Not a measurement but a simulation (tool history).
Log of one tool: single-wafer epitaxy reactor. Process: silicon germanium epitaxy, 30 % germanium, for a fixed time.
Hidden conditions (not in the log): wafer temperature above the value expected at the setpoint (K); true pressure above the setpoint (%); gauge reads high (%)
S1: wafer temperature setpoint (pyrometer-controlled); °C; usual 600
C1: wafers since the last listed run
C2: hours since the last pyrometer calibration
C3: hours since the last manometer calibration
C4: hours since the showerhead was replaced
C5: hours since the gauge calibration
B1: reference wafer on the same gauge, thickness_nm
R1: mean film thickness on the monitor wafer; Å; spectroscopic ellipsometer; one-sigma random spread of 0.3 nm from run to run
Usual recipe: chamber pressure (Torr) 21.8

run 1 day=0.000 | S1=600 chamber_pressure_(Torr)=21.8 | C1=0 C2=2613.1 C3=342.7 C4=4140.8 C5=192.5 | B1=71.816 | R1=656.57
run 2 day=0.808 | S1=600 chamber_pressure_(Torr)=21.8 | C1=369 C2=2632.5 C3=362.1 C4=4160.2 C5=211.9 | B1=71.714 | R1=660.72
run 3 day=1.708 | S1=600 chamber_pressure_(Torr)=21.8 | C1=411 C2=2654.1 C3=383.7 C4=4181.8 C5=233.5 | B1=71.828 | R1=656.80
run 4 day=3.138 | S1=607 chamber_pressure_(Torr)=21.8 | C1=654 C2=2688.4 C3=418.0 C4=4216.1 C5=267.8 | B1=71.852 | R1=735.33
run 5 day=4.462 | S1=607 chamber_pressure_(Torr)=21.8 | C1=606 C2=2720.2 C3=449.8 C4=4247.9 C5=299.6 | B1=71.778 | R1=731.59
run 6 day=5.738 | S1=607 chamber_pressure_(Torr)=21.8 | C1=583 C2=2750.8 C3=480.4 C4=4278.5 C5=330.2 | B1=71.839 | R1=736.38
run 7 day=6.467 | S1=600 chamber_pressure_(Torr)=21.8 | C1=333 C2=2768.3 C3=497.9 C4=4296.0 C5=347.7 | B1=71.806 | R1=658.42
run 8 day=7.825 | S1=600 chamber_pressure_(Torr)=21.8 | C1=621 C2=2800.9 C3=530.5 C4=4328.6 C5=380.3 | B1=71.843 | R1=659.00
run 9 day=8.846 | S1=600 chamber_pressure_(Torr)=21.8 | C1=467 C2=2825.4 C3=555.0 C4=4353.1 C5=404.8 | B1=71.789 | R1=658.72
run 10 day=9.671 | S1=600 chamber_pressure_(Torr)=21.8 | C1=377 C2=2845.2 C3=574.8 C4=4372.9 C5=424.6 | B1=71.841 | R1=660.44
run 11 day=10.896 | S1=591 chamber_pressure_(Torr)=21.8 | C1=560 C2=2874.6 C3=604.2 C4=4402.3 C5=454.0 | B1=71.861 | R1=570.81
run 12 day=12.096 | S1=591 chamber_pressure_(Torr)=21.8 | C1=549 C2=2903.4 C3=633.0 C4=4431.1 C5=482.8 | B1=71.807 | R1=569.88
-- day=13.183 gauge calibrated
run 13 day=13.550 | S1=600 chamber_pressure_(Torr)=18.3 | C1=665 C2=2938.3 C3=667.9 C4=4466.0 C5=8.8 | B1=71.701 | R1=586.78
run 14 day=14.829 | S1=600 chamber_pressure_(Torr)=18.3 | C1=585 C2=2969.0 C3=698.6 C4=4496.7 C5=39.5 | B1=71.704 | R1=579.62
run 15 day=15.354 | S1=600 chamber_pressure_(Torr)=21.8 | C1=240 C2=2981.6 C3=711.2 C4=4509.3 C5=52.1 | B1=71.891 | R1=656.01
run 16 day=19.842 | S1=600 chamber_pressure_(Torr)=21.8 | C1=2054 C2=3089.3 C3=818.9 C4=4617.0 C5=159.8 | B1=71.832 | R1=664.04
run 17 day=20.833 | S1=604 chamber_pressure_(Torr)=16.4 | C1=453 C2=3113.1 C3=842.7 C4=4640.8 C5=183.6 | B1=71.866 | R1=562.86
run 18 day=21.438 | S1=585 chamber_pressure_(Torr)=24.6 | C1=276 C2=3127.6 C3=857.2 C4=4655.3 C5=198.1 | B1=71.794 | R1=563.03
run 19 day=22.575 | S1=600 chamber_pressure_(Torr)=21.8 | C1=520 C2=3154.9 C3=884.5 C4=4682.6 C5=225.4 | B1=71.761 | R1=658.97
run 20 day=23.142 | S1=604 chamber_pressure_(Torr)=26.8 | C1=259 C2=3168.5 C3=898.1 C4=4696.2 C5=239.0 | B1=71.814 | R1=803.07
-- day=24.125 capacitance manometer re-zeroed and calibrated
-- day=24.242 pyrometer calibrated
run 21 day=24.283 | S1=600 chamber_pressure_(Torr)=21.8 | C1=316 C2=1.0 C3=3.8 C4=4723.6 C5=266.4 | B1=71.752 | R1=602.51
-- day=25.558 showerhead replaced
run 22 day=25.579 | S1=600 chamber_pressure_(Torr)=21.8 | C1=440 C2=32.1 C3=34.9 C4=0.5 C5=297.5 | B1=71.801 | R1=607.70
run 23 day=26.538 | S1=600 chamber_pressure_(Torr)=19.4 | C1=438 C2=55.1 C3=57.9 C4=23.5 C5=320.5 | B1=71.883 | R1=554.30
run 24 day=27.667 | S1=600 chamber_pressure_(Torr)=20.3 | C1=516 C2=82.2 C3=85.0 C4=50.6 C5=347.6 | B1=71.773 | R1=577.78
run 25 day=29.092 | S1=596 chamber_pressure_(Torr)=23.2 | C1=652 C2=116.4 C3=119.2 C4=84.8 C5=381.8 | B1=71.886 | R1=593.87
run 26 day=29.800 | S1=595 chamber_pressure_(Torr)=23.9 | C1=324 C2=133.4 C3=136.2 C4=101.8 C5=398.8 | B1=71.769 | R1=597.33
run 27 day=30.817 | S1=607 chamber_pressure_(Torr)=24.7 | C1=465 C2=157.8 C3=160.6 C4=126.2 C5=423.2 | B1=71.803 | R1=746.83
run 28 day=31.592 | S1=600 chamber_pressure_(Torr)=25.1 | C1=354 C2=176.4 C3=179.2 C4=144.8 C5=441.8 | B1=71.762 | R1=667.29
run 29 day=32.900 | S1=600 chamber_pressure_(Torr)=21.8 | C1=598 C2=207.8 C3=210.6 C4=176.2 C5=473.2 | B1=71.782 | R1=617.04
-- day=33.321 gauge calibrated
run 30 day=33.658 | S1=600 chamber_pressure_(Torr)=21.8 | C1=347 C2=226.0 C3=228.8 C4=194.4 C5=8.1 | B1=71.810 | R1=616.08
run 31 day=34.354 | S1=591 chamber_pressure_(Torr)=21.8 | C1=318 C2=242.7 C3=245.5 C4=211.1 C5=24.8 | B1=71.696 | R1=535.02
run 32 day=35.554 | S1=595 chamber_pressure_(Torr)=25.5 | C1=549 C2=271.5 C3=274.3 C4=239.9 C5=53.6 | B1=71.764 | R1=629.01
run 33 day=36.492 | S1=593 chamber_pressure_(Torr)=21.8 | C1=429 C2=294.0 C3=296.8 C4=262.4 C5=76.1 | B1=71.767 | R1=555.98

Here are 4 independent what-if runs from the current tool condition. What would each one return?
run A day=36.508 | S1=600 chamber_pressure_(Torr)=18.2 | C1=7 C2=294.4 C3=297.2 C4=262.8 C5=76.5 | B1=? | R1=?
run B day=36.508 | S1=590 chamber_pressure_(Torr)=21.8 | C1=7 C2=294.4 C3=297.2 C4=262.8 C5=76.5 | B1=? | R1=?
run C day=36.508 | S1=608 chamber_pressure_(Torr)=23.4 | C1=7 C2=294.4 C3=297.2 C4=262.8 C5=76.5 | B1=? | R1=?
run D day=36.508 | S1=608 chamber_pressure_(Torr)=17.6 | C1=7 C2=294.4 C3=297.2 C4=262.8 C5=76.5 | B1=? | R1=?

run=A B1=71.808 R1=540.41
run=B B1=71.808 R1=523.34
run=C B1=71.808 R1=731.79
run=D B1=71.808 R1=597.67
What these runs would have given with no unlogged condition in the tool:
run=A R1=524.34
run=B R1=507.46
run=C R1=710.37
run=D R1=580.17
